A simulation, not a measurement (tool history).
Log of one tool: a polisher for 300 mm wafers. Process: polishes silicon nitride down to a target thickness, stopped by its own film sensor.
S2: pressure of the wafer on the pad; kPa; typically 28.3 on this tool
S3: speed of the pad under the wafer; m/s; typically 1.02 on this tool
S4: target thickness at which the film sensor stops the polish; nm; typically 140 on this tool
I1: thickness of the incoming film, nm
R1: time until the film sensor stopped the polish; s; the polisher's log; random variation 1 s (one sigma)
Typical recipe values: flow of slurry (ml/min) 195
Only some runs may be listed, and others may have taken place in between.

Run 1, hour 0.0: usual settings but S2 25.5 kPa; I1 229.2. Result: R1 59.0 s.
Run 2, hour 39.2: usual settings but S2 25.5 kPa; I1 230.0. Result: R1 59.0 s.
Run 3, hour 80.0: usual settings but S2 33.8 kPa, S4 120 nm; I1 230.4. Result: R1 57.6 s.
Run 4, hour 132.2: usual settings; I1 229.8. Result: R1 54.5 s.
At hour 148.5: worn pad replaced by a new one.
Run 5, hour 201.1: usual settings but S2 22.8 kPa, S3 1.18 m/s; I1 233.8. Result: R1 65.1 s.
At hour 265.7: head pressure recalibrated.
Run 6, hour 321.7: usual settings but S2 22.8 kPa, S3 1.18 m/s; I1 227.8. Result: R1 63.1 s.
At hour 381.2: slurry nozzle cleaned, repeated, since the last time left the tool worse.
Run 7, hour 383.5: usual settings; I1 233.1. Result: R1 54.2 s.
Run 8, hour 412.7: usual settings; I1 232.8. Result: R1 54.9 s.
Run 9, hour 463.9: usual settings but S2 20.7 kPa; I1 232.5. Result: R1 73.1 s.
Run 10, hour 518.3: usual settings but S2 20.7 kPa; I1 231.7. Result: R1 70.8 s.
Run 11, hour 567.7: usual settings but S4 117 nm; I1 228.7. Result: R1 65.1 s.
At hour 603.3: worn pad replaced by a new one.
Run 12, hour 620.3: usual settings but S4 117 nm; I1 232.3. Result: R1 66.5 s.
Run 13, hour 645.9: usual settings; I1 227.8. Result: R1 50.6 s.
Run 14, hour 676.2: usual settings; I1 231.6. Result: R1 52.5 s.
Run 15, hour 740.3: usual settings but S2 19.3 kPa, S3 1.12 m/s, S4 130 nm; I1 232.7. Result: R1 82.1 s.
Run 16, hour 792.0: usual settings but S2 25.5 kPa; I1 227.4. Result: R1 56.2 s.
Run 17, hour 817.2: usual settings; I1 225.9. Result: R1 50.1 s.
Run 18, hour 860.4: usual settings but flow of slurry (ml/min) 230, S2 25.5 kPa, S3 0.80 m/s; I1 230.2. Result: R1 66.6 s.
At hour 877.0: slurry nozzle cleaned.
Run 19, hour 889.0: usual settings but flow of slurry (ml/min) 135, S2 32.4 kPa, S3 1.18 m/s; I1 229.7. Result: R1 42.6 s.
Run 20, hour 952.1: usual settings but flow of slurry (ml/min) 220, S2 22.8 kPa, S3 1.12 m/s, S4 172 nm; I1 229.6. Result: R1 37.9 s.
Run 21, hour 991.8: usual settings; I1 232.4. Result: R1 52.3 s.
At hour 1045.8: worn pad replaced by a new one.
Run 22, hour 1050.3: usual settings but flow of slurry (ml/min) 135, S4 119 nm; I1 230.1. Result: R1 69.0 s.
Run 23, hour 1090.4: usual settings but flow of slurry (ml/min) 175, S2 34.5 kPa, S3 0.66 m/s, S4 153 nm; I1 226.4. Result: R1 46.3 s.
Run 24, hour 1149.2: usual settings but flow of slurry (ml/min) 175, S2 24.8 kPa, S3 0.70 m/s, S4 127 nm; I1 229.3. Result: R1 85.9 s.
Run 25, hour 1193.2: usual settings but flow of slurry (ml/min) 135, S4 119 nm; I1 229.3. Result: R1 69.3 s.
At hour 1306.3: slurry nozzle cleaned.
Run 26, hour 1311.9: usual settings but flow of slurry (ml/min) 245; I1 229.6. Result: R1 51.5 s.
Run 27, hour 1381.0: usual settings; I1 231.1. Result: R1 52.1 s.

Predict the results of run 28:
At hour 1446.9: head pressure recalibrated.
Run 28, hour 1451.1: usual settings; I1 230.1. Result: R1 ?.

R1: 51.8 s
On a tool with no hidden condition, and with the same random variation, this run would have come out at R1 51.6 s.

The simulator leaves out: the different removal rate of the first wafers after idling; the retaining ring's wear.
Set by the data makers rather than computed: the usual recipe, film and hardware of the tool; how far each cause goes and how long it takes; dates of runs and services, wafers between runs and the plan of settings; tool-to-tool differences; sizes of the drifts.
